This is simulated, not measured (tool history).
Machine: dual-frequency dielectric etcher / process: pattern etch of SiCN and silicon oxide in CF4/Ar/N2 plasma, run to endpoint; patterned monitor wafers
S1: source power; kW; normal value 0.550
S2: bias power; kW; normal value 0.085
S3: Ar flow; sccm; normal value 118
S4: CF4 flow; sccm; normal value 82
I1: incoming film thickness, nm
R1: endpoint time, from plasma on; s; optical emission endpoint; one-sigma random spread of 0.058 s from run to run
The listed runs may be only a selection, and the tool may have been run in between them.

run,day,S1,S2,S3,S4,I1,R1
1,0.000,0.550,0.080,138,82,8.57,9.1
2,1.158,0.550,0.085,118,82,8.68,8.6
# day 2.400: upper electrode replaced
3,2.421,0.610,0.085,100,96,8.57,7.1
# day 2.750: source power generator calibrated
4,3.283,0.610,0.094,118,102,8.60,6.9
# day 4.746: wet clean of the chamber
5,4.767,0.630,0.093,135,82,8.66,7.0
6,4.858,0.550,0.067,106,82,8.65,9.1
7,6.008,0.550,0.080,138,82,8.60,8.7
8,6.933,0.550,0.065,139,75,8.62,10.1
9,8.050,0.490,0.085,118,69,8.65,9.7
10,8.567,0.550,0.075,118,82,8.57,8.9
11,9.446,0.550,0.069,118,82,8.56,9.2
12,10.492,0.630,0.085,118,70,8.51,7.3
13,11.375,0.600,0.077,92,66,8.54,7.6
14,12.862,0.550,0.085,118,82,8.55,8.3
15,14.246,0.550,0.074,118,99,8.57,8.7
16,15.050,0.550,0.085,118,82,8.54,8.4
17,16.200,0.550,0.085,118,82,8.49,8.4
18,17.262,0.550,0.085,118,82,8.60,8.5
19,18.567,0.550,0.085,118,82,8.64,8.5
20,19.400,0.500,0.085,126,97,8.60,9.5
21,20.612,0.610,0.065,99,97,8.52,8.1
22,21.908,0.550,0.066,118,82,8.47,9.7
23,22.838,0.550,0.085,118,82,8.59,8.8

Consider 5 possible next runs. They are alternatives, not a sequence: every one starts from the tool as it was left by run 23. What does each give?
A,22.854,0.550,0.085,118,82,8.55,?
B,22.854,0.550,0.091,94,98,8.55,?
C,22.854,0.620,0.100,135,91,8.55,?
D,22.854,0.620,0.072,142,76,8.55,?
E,22.854,0.450,0.078,99,95,8.55,?

run,R1
A,8.7
B,7.8
C,7.1
D,8.8
E,10.8
The same runs, with their run-to-run variation unchanged, on a tool lacking any hidden condition would have given:
run,R1
A,8.2
B,7.4
C,6.7
D,8.3
E,10.2
